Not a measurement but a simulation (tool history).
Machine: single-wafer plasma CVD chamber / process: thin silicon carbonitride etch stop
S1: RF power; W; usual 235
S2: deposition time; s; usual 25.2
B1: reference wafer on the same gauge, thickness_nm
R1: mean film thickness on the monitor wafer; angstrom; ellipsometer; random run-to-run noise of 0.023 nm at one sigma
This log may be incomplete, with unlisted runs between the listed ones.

{"run": 1, "hour": 0.0, "S1": 200, "S2": 25.2, "B1": 16.298, "R1": 144.83}
{"run": 2, "hour": 63.5, "S1": 235, "S2": 25.2, "B1": 16.306, "R1": 149.59}
{"hour": 194.4, "done": "thermocouple changed; heater temperature recalibrated"}
{"hour": 370.2, "done": "gauge calibrated"}
{"run": 3, "hour": 386.3, "S1": 235, "S2": 25.2, "B1": 16.296, "R1": 149.17}
{"run": 4, "hour": 463.1, "S1": 235, "S2": 25.2, "B1": 16.301, "R1": 149.22}
{"run": 5, "hour": 531.6, "S1": 235, "S2": 25.2, "B1": 16.3, "R1": 149.27}
{"run": 6, "hour": 714.9, "S1": 235, "S2": 25.2, "B1": 16.302, "R1": 149.04}
{"run": 7, "hour": 760.4, "S1": 235, "S2": 25.2, "B1": 16.3, "R1": 148.91}
{"run": 8, "hour": 921.9, "S1": 235, "S2": 25.2, "B1": 16.299, "R1": 148.95}
{"run": 9, "hour": 1025.9, "S1": 220, "S2": 28.7, "B1": 16.297, "R1": 166.95}
{"run": 10, "hour": 1129.0, "S1": 220, "S2": 28.7, "B1": 16.3, "R1": 166.71}
{"hour": 1225.7, "done": "RF generator calibrated"}
{"run": 11, "hour": 1228.7, "S1": 220, "S2": 28.7, "B1": 16.299, "R1": 170.36}
{"run": 12, "hour": 1287.7, "S1": 235, "S2": 25.2, "B1": 16.299, "R1": 151.53}
{"run": 13, "hour": 1341.5, "S1": 235, "S2": 25.2, "B1": 16.294, "R1": 150.87}
{"run": 14, "hour": 1383.2, "S1": 235, "S2": 25.2, "B1": 16.3, "R1": 150.85}
{"run": 15, "hour": 1431.4, "S1": 215, "S2": 25.2, "B1": 16.304, "R1": 147.91}
{"run": 16, "hour": 1515.2, "S1": 215, "S2": 25.2, "B1": 16.3, "R1": 147.71}
{"run": 17, "hour": 1565.3, "S1": 265, "S2": 28.9, "B1": 16.3, "R1": 176.38}
{"run": 18, "hour": 1617.8, "S1": 250, "S2": 21.1, "B1": 16.303, "R1": 127.74}
{"hour": 1646.8, "done": "gauge calibrated"}
{"run": 19, "hour": 1720.5, "S1": 215, "S2": 20.4, "B1": 16.303, "R1": 119.8}
{"run": 20, "hour": 1802.4, "S1": 235, "S2": 25.2, "B1": 16.3, "R1": 150.0}
{"run": 21, "hour": 1852.7, "S1": 250, "S2": 21.1, "B1": 16.298, "R1": 127.32}
{"hour": 1875.1, "done": "thermocouple changed; heater temperature recalibrated"}
{"run": 22, "hour": 1959.1, "S1": 235, "S2": 25.2, "B1": 16.302, "R1": 149.8}
{"run": 23, "hour": 2031.4, "S1": 220, "S2": 28.1, "B1": 16.298, "R1": 164.48}
{"run": 24, "hour": 2120.3, "S1": 200, "S2": 28.4, "B1": 16.294, "R1": 163.14}
{"run": 25, "hour": 2198.4, "S1": 235, "S2": 28.3, "B1": 16.299, "R1": 167.59}
{"hour": 2270.2, "done": "showerhead replaced"}
{"run": 26, "hour": 2302.3, "S1": 220, "S2": 27.3, "B1": 16.298, "R1": 159.64}

What does the tool deliver on the next run?
{"run": 27, "hour": 2376.7, "S1": 210, "S2": 29.4, "B1": "?", "R1": "?"}

Run 27 came out at B1 16.302, R1 170.36 angstrom.
Minus the tool's unlogged condition, the same run would have read R1 172.92 angstrom.
